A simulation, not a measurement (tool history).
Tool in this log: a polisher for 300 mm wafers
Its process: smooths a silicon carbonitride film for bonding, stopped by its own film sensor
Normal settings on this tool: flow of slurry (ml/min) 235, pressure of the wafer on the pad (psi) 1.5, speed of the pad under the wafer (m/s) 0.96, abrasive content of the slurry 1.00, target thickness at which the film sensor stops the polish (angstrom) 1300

| run | day | flow of slurry (ml/min) | pressure of the wafer on the pad (psi) | speed of the pad under the wafer (m/s) | abrasive content of the slurry | target thickness at which the film sensor stops the polish (angstrom) | incoming thickness of the incoming film, nm | time until the film sensor stopped the polish (s) |
|---|---|---|---|---|---|---|---|---|
| 1 | 0.000 | 210 | 1.5 | 0.96 | 1.00 | 1300 | 151.2 | 132.1 |
| 2 | 1.288 | 210 | 1.5 | 0.96 | 1.00 | 1300 | 149.6 | 122.4 |
| 3 | 2.408 | 235 | 1.5 | 0.96 | 1.00 | 1250 | 151.3 | 161.0 |
| 4 | 3.846 | 235 | 1.5 | 0.96 | 1.00 | 1250 | 153.0 | 175.9 |
|  | 3.962 | slurry nozzle cleaned |
|  | 4.342 | worn pad replaced by a new one |
| 5 | 5.212 | 235 | 1.5 | 0.70 | 1.00 | 1300 | 151.4 | 169.2 |
| 6 | 6.433 | 235 | 1.5 | 0.96 | 1.00 | 1300 | 152.1 | 138.9 |
|  | 7.254 | head pressure recalibrated |
| 7 | 7.596 | 235 | 1.5 | 0.96 | 1.00 | 1300 | 152.3 | 134.7 |
| 8 | 8.596 | 270 | 1.5 | 0.96 | 1.00 | 1300 | 150.8 | 125.2 |
| 9 | 10.012 | 235 | 1.5 | 1.22 | 1.00 | 1300 | 149.4 | 102.5 |
| 10 | 10.929 | 235 | 1.5 | 0.84 | 1.00 | 1350 | 149.2 | 97.0 |
| 11 | 12.346 | 235 | 1.5 | 0.96 | 0.85 | 1300 | 147.7 | 118.2 |
|  | 13.696 | worn pad replaced by a new one |
| 12 | 13.717 | 210 | 1.1 | 1.26 | 1.00 | 1300 | 147.5 | 107.2 |
|  | 14.433 | slurry blender recalibrated |
| 13 | 15.054 | 315 | 1.5 | 0.76 | 0.75 | 1300 | 150.6 | 184.6 |
| 14 | 16.462 | 235 | 1.5 | 0.96 | 1.00 | 1300 | 152.4 | 139.8 |
| 15 | 17.892 | 235 | 1.5 | 0.96 | 1.00 | 1300 | 148.6 | 115.2 |
| 16 | 18.571 | 235 | 1.2 | 0.96 | 0.75 | 1250 | 150.2 | 219.2 |
| 17 | 19.446 | 235 | 1.7 | 0.96 | 1.00 | 1300 | 149.1 | 106.9 |
| 18 | 20.383 | 235 | 1.5 | 0.96 | 1.00 | 1300 | 152.9 | 142.5 |
|  | 21.292 | worn pad replaced by a new one |
|  | 21.804 | slurry nozzle cleaned |
| 19 | 21.875 | 235 | 1.3 | 1.22 | 0.90 | 1300 | 149.8 | 119.3 |
| 20 | 22.546 | 235 | 1.5 | 0.82 | 0.90 | 1300 | 150.1 | 151.2 |
| 21 | 23.396 | 235 | 1.5 | 0.96 | 1.00 | 1300 | 150.7 | 127.1 |
| 22 | 24.567 | 235 | 1.1 | 0.96 | 0.90 | 1320 | 150.4 | 154.4 |
| 23 | 25.600 | 235 | 1.5 | 0.96 | 1.00 | 1300 | 147.1 | 108.4 |
| 24 | 26.633 | 255 | 1.7 | 0.96 | 0.80 | 1330 | 148.9 | 101.8 |
| 25 | 28.062 | 235 | 1.7 | 1.26 | 1.20 | 1360 | 149.3 | 53.6 |
|  | 29.467 | worn pad replaced by a new one |
| 26 | 29.488 | 235 | 1.5 | 0.86 | 1.10 | 1300 | 149.4 | 126.8 |
|  | 29.600 | slurry blender recalibrated |
| 27 | 30.825 | 235 | 1.7 | 0.70 | 1.30 | 1360 | 148.7 | 80.5 |
| 28 | 31.429 | 235 | 1.8 | 0.96 | 1.15 | 1300 | 147.4 | 87.4 |
| 29 | 34.033 | 235 | 1.5 | 0.96 | 1.00 | 1300 | 150.2 | 124.1 |

Consider 5 possible next runs. They are alternatives, not a sequence: every one starts from the tool as it was left by run 29. What does each give?
| A | 34.050 | 235 | 1.5 | 0.96 | 1.00 | 1300 | 148.4 | ? |
| B | 34.050 | 235 | 1.5 | 0.96 | 0.80 | 1300 | 148.4 | ? |
| C | 34.050 | 265 | 1.0 | 0.84 | 1.15 | 1300 | 148.4 | ? |
| D | 34.050 | 235 | 1.0 | 0.96 | 1.00 | 1330 | 148.4 | ? |
| E | 34.050 | 235 | 1.3 | 0.82 | 1.00 | 1300 | 148.4 | ? |

| run | time until the film sensor stopped the polish (s) |
|---|---|
| A | 115.0 |
| B | 132.6 |
| C | 154.4 |
| D | 126.7 |
| E | 144.4 |
Stripped of hidden state, with their random variation kept, the same runs would have yielded:
| run | time until the film sensor stopped the polish (s) |
|---|---|
| A | 115.0 |
| B | 132.6 |
| C | 154.4 |
| D | 126.7 |
| E | 144.4 |
